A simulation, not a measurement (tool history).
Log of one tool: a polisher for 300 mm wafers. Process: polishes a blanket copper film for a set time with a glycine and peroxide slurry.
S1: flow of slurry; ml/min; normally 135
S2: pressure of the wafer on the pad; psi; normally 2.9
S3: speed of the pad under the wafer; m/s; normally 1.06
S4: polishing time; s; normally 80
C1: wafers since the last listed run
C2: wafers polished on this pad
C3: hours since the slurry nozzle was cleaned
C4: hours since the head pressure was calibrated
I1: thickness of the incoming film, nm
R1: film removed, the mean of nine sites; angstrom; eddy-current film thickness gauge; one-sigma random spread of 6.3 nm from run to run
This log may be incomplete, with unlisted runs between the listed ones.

Run 1, day 0: usual settings but S3 1.22 m/s; C1 0; C2 128; C3 14.2; C4 437.7; I1 2126. Result: R1 5827 angstrom.
Run 2, day 0.7: usual settings; C1 153; C2 281; C3 31; C4 454.5; I1 2147.7. Result: R1 5006 angstrom.
Run 3, day 2.083: usual settings; C1 303; C2 585; C3 64.2; C4 487.7; I1 2151.2. Result: R1 4792 angstrom.
Run 4, day 3.175: usual settings but S2 2.1 psi, S3 0.82 m/s; C1 239; C2 825; C3 90.4; C4 513.9; I1 2146. Result: R1 3028 angstrom.
Run 5, day 4.346: usual settings; C1 257; C2 1082; C3 118.5; C4 542; I1 2107.9. Result: R1 4785 angstrom.
Run 6, day 5.496: usual settings; C1 252; C2 1335; C3 146.1; C4 569.6; I1 2116.2. Result: R1 4690 angstrom.
Run 7, day 6.108: usual settings; C1 134; C2 1469; C3 160.8; C4 584.3; I1 2122.2. Result: R1 4660 angstrom.
At day 7.142: worn pad replaced by a new one.
Run 8, day 7.162: usual settings; C1 194; C2 4; C3 186.1; C4 609.6; I1 2156.5. Result: R1 5346 angstrom.
Run 9, day 7.558: usual settings; C1 86; C2 91; C3 195.6; C4 619.1; I1 2131.6. Result: R1 5090 angstrom.
Run 10, day 8.217: usual settings; C1 144; C2 235; C3 211.4; C4 634.9; I1 2176. Result: R1 5055 angstrom.
Run 11, day 8.767: usual settings; C1 120; C2 356; C3 224.6; C4 648.1; I1 2096.9. Result: R1 4913 angstrom.
Run 12, day 9.783: usual settings; C1 223; C2 579; C3 249; C4 672.5; I1 2113.8. Result: R1 4926 angstrom.
Run 13, day 10.512: usual settings; C1 160; C2 739; C3 266.5; C4 690; I1 2125.7. Result: R1 4850 angstrom.
Run 14, day 12.492: usual settings; C1 434; C2 1174; C3 314; C4 737.5; I1 2161.8. Result: R1 4634 angstrom.
Run 15, day 13.275: usual settings; C1 172; C2 1346; C3 332.8; C4 756.3; I1 2156.8. Result: R1 4768 angstrom.
At day 13.742: worn pad replaced by a new one.
Run 16, day 13.779: usual settings; C1 74; C2 8; C3 344.9; C4 768.4; I1 2105.7. Result: R1 5235 angstrom.
Run 17, day 14.433: usual settings; C1 143; C2 152; C3 360.6; C4 784.1; I1 2129.2. Result: R1 5240 angstrom.
Run 18, day 15.425: usual settings; C1 217; C2 370; C3 384.4; C4 807.9; I1 2162.9. Result: R1 4944 angstrom.
At day 15.621: head pressure recalibrated.
Run 19, day 15.967: usual settings but S1 170 ml/min; C1 100; C2 470; C3 397.4; C4 8.3; I1 2093.8. Result: R1 5160 angstrom.
Run 20, day 17.454: usual settings but S1 100 ml/min, S2 2.4 psi, S3 1.3 m/s; C1 326; C2 797; C3 433.1; C4 44; I1 2111.9. Result: R1 4555 angstrom.
Run 21, day 18.312: usual settings but S3 0.96 m/s, S4 94 s; C1 188; C2 985; C3 453.7; C4 64.6; I1 2160.6. Result: R1 5167 angstrom.
Run 22, day 19.342: usual settings but S4 93 s; C1 226; C2 1211; C3 478.4; C4 89.3; I1 2090.6. Result: R1 5435 angstrom.
At day 20.012: slurry nozzle cleaned.
At day 20.717: worn pad replaced by a new one, of another model than before.
Run 23, day 20.738: usual settings but S3 1.18 m/s; C1 260; C2 4; C3 17.4; C4 122.8; I1 2156.2. Result: R1 5474 angstrom.
Run 24, day 21.388: usual settings but S1 150 ml/min, S2 2.4 psi, S4 98 s; C1 142; C2 147; C3 33; C4 138.4; I1 2088.1. Result: R1 5821 angstrom.
Run 25, day 25.338: usual settings; C1 867; C2 1014; C3 127.8; C4 233.2; I1 2121.4. Result: R1 4579 angstrom.
Run 26, day 26.721: usual settings but S4 91 s; C1 303; C2 1318; C3 161; C4 266.4; I1 2132. Result: R1 5172 angstrom.
At day 27.033: worn pad replaced by a new one.
Run 27, day 28.204: usual settings but S3 1.16 m/s; C1 289; C2 257; C3 196.6; C4 302; I1 2146.8. Result: R1 5302 angstrom.
Run 28, day 29.575: usual settings; C1 301; C2 558; C3 229.5; C4 334.9; I1 2140.2. Result: R1 4711 angstrom.
Run 29, day 30.342: usual settings; C1 168; C2 727; C3 247.9; C4 353.3; I1 2119.5. Result: R1 4784 angstrom.
Run 30, day 31.717: usual settings but S4 57 s; C1 301; C2 1029; C3 280.9; C4 386.3; I1 2134.4. Result: R1 3392 angstrom.
Run 31, day 32.658: usual settings but S1 150 ml/min, S2 2.5 psi; C1 206; C2 1235; C3 303.5; C4 408.9; I1 2114.2. Result: R1 4434 angstrom.
Run 32, day 33.658: usual settings but S1 100 ml/min, S3 0.78 m/s; C1 219; C2 1455; C3 327.5; C4 432.9; I1 2142.5. Result: R1 4010 angstrom.
At day 34.321: worn pad replaced by a new one.
Run 33, day 34.725: usual settings but S1 90 ml/min, S2 1.9 psi, S3 1.24 m/s, S4 99 s; C1 197; C2 88; C3 353.1; C4 458.5; I1 2121.6. Result: R1 5474 angstrom.
Run 34, day 35.388: usual settings; C1 145; C2 234; C3 369; C4 474.4; I1 2127.7. Result: R1 5057 angstrom.

Branching from run 34: 4 alternative next runs. What would each branch give?
Run A, day 35.404: usual settings; C1 3; C2 238; C3 369.4; C4 474.8; I1 2135.2. Result: R1 ?.
Run B, day 35.404: usual settings but S3 0.78 m/s, S4 70 s; C1 3; C2 238; C3 369.4; C4 474.8; I1 2135.2. Result: R1 ?.
Run C, day 35.404: usual settings but S1 95 ml/min, S4 91 s; C1 3; C2 238; C3 369.4; C4 474.8; I1 2135.2. Result: R1 ?.
Run D, day 35.404: usual settings but S1 95 ml/min; C1 3; C2 238; C3 369.4; C4 474.8; I1 2135.2. Result: R1 ?.

run    R1
  A  5137
  B  3995
  C  5583
  D  4908
Take away the tool's hidden state, keep each run's random variation, and the runs would have read:
run    R1
  A  5380
  B  4185
  C  5848
  D  5141
